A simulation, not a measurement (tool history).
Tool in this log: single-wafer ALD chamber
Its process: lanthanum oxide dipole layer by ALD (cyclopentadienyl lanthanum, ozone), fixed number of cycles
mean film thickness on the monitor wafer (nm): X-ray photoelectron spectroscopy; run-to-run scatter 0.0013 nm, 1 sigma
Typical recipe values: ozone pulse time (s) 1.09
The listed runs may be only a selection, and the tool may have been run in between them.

run	hour	ozone pulse time (s)	read-back reference wafer on the same gauge, thickness_nm	mean film thickness on the monitor wafer (nm)
1	0.0	1.09	0.605	0.522
2	70.0	1.09	0.605	0.521
3	140.3	1.09	0.605	0.521
4	187.1	1.23	0.605	0.543
5	250.9	1.23	0.605	0.543
6	319.8	0.75	0.605	0.404
7	373.6	0.77	0.605	0.415
# hour 406.4: thermocouple changed; heater temperature recalibrated
# hour 416.5: ozone generator serviced
8	418.3	0.77	0.605	0.437
9	487.0	1.09	0.605	0.535
10	512.0	1.09	0.605	0.533
11	550.4	1.09	0.605	0.535
12	697.5	1.09	0.605	0.534
13	735.8	0.82	0.605	0.457
14	785.4	1.39	0.605	0.570
15	843.7	1.09	0.605	0.533
16	871.5	1.51	0.605	0.582
17	927.7	0.74	0.605	0.422
# hour 978.6: showerhead replaced
# hour 1002.6: gauge calibrated
18	1097.3	1.26	0.605	0.557
19	1145.1	1.09	0.605	0.532
20	1200.7	1.37	0.605	0.568
21	1252.3	0.86	0.605	0.472
22	1290.0	0.74	0.605	0.420
23	1317.8	1.40	0.605	0.571

4 ways to go on from here, each from the tool as it stands after run 23. What would each give?
A	1318.2	0.81	?	?
B	1318.2	1.41	?	?
C	1318.2	0.78	?	?
D	1318.2	0.93	?	?

run	read-back reference wafer on the same gauge, thickness_nm	mean film thickness on the monitor wafer (nm)
A	0.605	0.451
B	0.605	0.572
C	0.605	0.438
D	0.605	0.492
With no hidden state in the tool, these same runs would have given:
run	mean film thickness on the monitor wafer (nm)
A	0.455
B	0.574
C	0.442
D	0.496

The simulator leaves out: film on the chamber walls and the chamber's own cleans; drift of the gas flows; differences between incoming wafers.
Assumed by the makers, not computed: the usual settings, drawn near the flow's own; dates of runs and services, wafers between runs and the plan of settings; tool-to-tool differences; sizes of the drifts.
